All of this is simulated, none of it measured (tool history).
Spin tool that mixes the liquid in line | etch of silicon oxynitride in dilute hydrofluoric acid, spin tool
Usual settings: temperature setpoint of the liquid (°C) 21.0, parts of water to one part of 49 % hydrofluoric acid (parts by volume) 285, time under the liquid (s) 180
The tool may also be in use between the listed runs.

run    hour  temperature setpoint of the liquid (°C)  parts of water to one part of 49 % hydrofluoric acid (parts by volume)  time under the liquid (s)  wafers since the last listed run  hours since the thermometer was replaced  hours since the hydrofluoric acid flow meter was replaced  hours since the gauge calibration  read-back film thickness of the silicon oxynitride reference wafer, read on the same gauge (nm)  thickness taken off the silicon oxynitride on a monitor wafer (nm)
  1     0.0                                     21.0                                                                     285                        180                                 0                                     840.5                                                     1734.5                              293.8                                                                                           59.996                                                               2.135
  2    52.2                                     21.0                                                                     285                        180                               232                                     892.7                                                     1786.7                              346.0                                                                                           60.005                                                               2.138
  3    96.6                                     21.0                                                                     285                        180                               197                                     937.1                                                     1831.1                              390.4                                                                                           60.002                                                               2.167
      104.3  -- thermometer replaced
  4   215.9                                     21.0                                                                     285                        180                               527                                     111.6                                                     1950.4                              509.7                                                                                           59.985                                                               2.403
  5   276.3                                     21.0                                                                     285                        180                               269                                     172.0                                                     2010.8                              570.1                                                                                           59.986                                                               2.369
  6   304.5                                     21.0                                                                     285                        180                               125                                     200.2                                                     2039.0                              598.3                                                                                           60.029                                                               2.349
  7   367.7                                     21.0                                                                     285                        180                               281                                     263.4                                                     2102.2                              661.5                                                                                           60.018                                                               2.338
  8   401.0                                     21.0                                                                     175                        180                               148                                     296.7                                                     2135.5                              694.8                                                                                           59.988                                                               4.070
      424.0  -- gauge calibrated
  9   450.1                                     21.0                                                                     175                        180                               218                                     345.8                                                     2184.6                               26.1                                                                                           59.990                                                               3.998
 10   521.3                                     21.0                                                                     285                        180                               317                                     417.0                                                     2255.8                               97.3                                                                                           60.020                                                               2.309
 11   553.7                                     21.0                                                                     285                        180                               144                                     449.4                                                     2288.2                              129.7                                                                                           60.006                                                               2.280
 12   583.4                                     21.0                                                                     285                        180                               132                                     479.1                                                     2317.9                              159.4                                                                                           59.982                                                               2.238
 13   634.6                                     21.0                                                                     285                        180                               228                                     530.3                                                     2369.1                              210.6                                                                                           59.997                                                               2.249
 14   670.4                                     21.0                                                                     420                        215                               159                                     566.1                                                     2404.9                              246.4                                                                                           60.002                                                               1.664
      695.1  -- hydrofluoric acid flow meter replaced
 15   714.4                                     17.0                                                                     195                        180                               191                                     610.1                                                       19.3                              290.4                                                                                           59.998                                                               2.782
 16   743.0                                     25.0                                                                     205                        180                               127                                     638.7                                                       47.9                              319.0                                                                                           59.979                                                               3.905
 17   783.9                                     21.0                                                                     285                        240                               182                                     679.6                                                       88.8                              359.9                                                                                           60.021                                                               2.967
 18   815.5                                     23.0                                                                     285                        180                               140                                     711.2                                                      120.4                              391.5                                                                                           59.997                                                               2.401
 19   850.1                                     18.0                                                                     235                        265                               154                                     745.8                                                      155.0                              426.1                                                                                           59.996                                                               3.464
      877.6  -- thermometer replaced
 20   914.5                                     23.5                                                                     325                        180                               282                                      36.9                                                      219.4                              490.5                                                                                           59.977                                                               2.273
 21   940.2                                     21.0                                                                     375                        280                               114                                      62.6                                                      245.1                              516.2                                                                                           60.002                                                               2.722
 22   990.2                                     17.0                                                                     165                        210                               222                                     112.6                                                      295.1                              566.2                                                                                           59.984                                                               4.371
 23  1057.3                                     21.0                                                                     285                        180                               298                                     179.7                                                      362.2                              633.3                                                                                           59.998                                                               2.394
 24  1102.2                                     18.0                                                                     285                         85                               200                                     224.6                                                      407.1                              678.2                                                                                           60.015                                                               0.961
 25  1162.9                                     21.0                                                                     285                        180                               270                                     285.3                                                      467.8                              738.9                                                                                           59.978                                                               2.330
 26  1201.9                                     21.0                                                                     285                        180                               173                                     324.3                                                      506.8                              777.9                                                                                           60.012                                                               2.334
 27  1266.0                                     21.0                                                                     385                        180                               285                                     388.4                                                      570.9                              842.0                                                                                           60.000                                                               1.639

The tool's hidden state at each run:
hydrofluoric acid flow below the setpoint (%): 0 in every run
gauge reads high (%): 0 in every run
H1: liquid colder than its thermometer reads (K)
run     H1
  1   2.57
  2   2.72
  3   2.84
  4  0.393
  5  0.562
  6   0.64
  7  0.816
  8  0.909
  9   1.05
 10   1.24
 11   1.33
 12   1.42
 13   1.56
 14   1.66
 15   1.78
 16   1.86
 17   1.97
 18   2.06
 19   2.16
 20  0.272
 21  0.344
 22  0.483
 23   0.67
 24  0.795
 25  0.964
 26   1.07
 27   1.25

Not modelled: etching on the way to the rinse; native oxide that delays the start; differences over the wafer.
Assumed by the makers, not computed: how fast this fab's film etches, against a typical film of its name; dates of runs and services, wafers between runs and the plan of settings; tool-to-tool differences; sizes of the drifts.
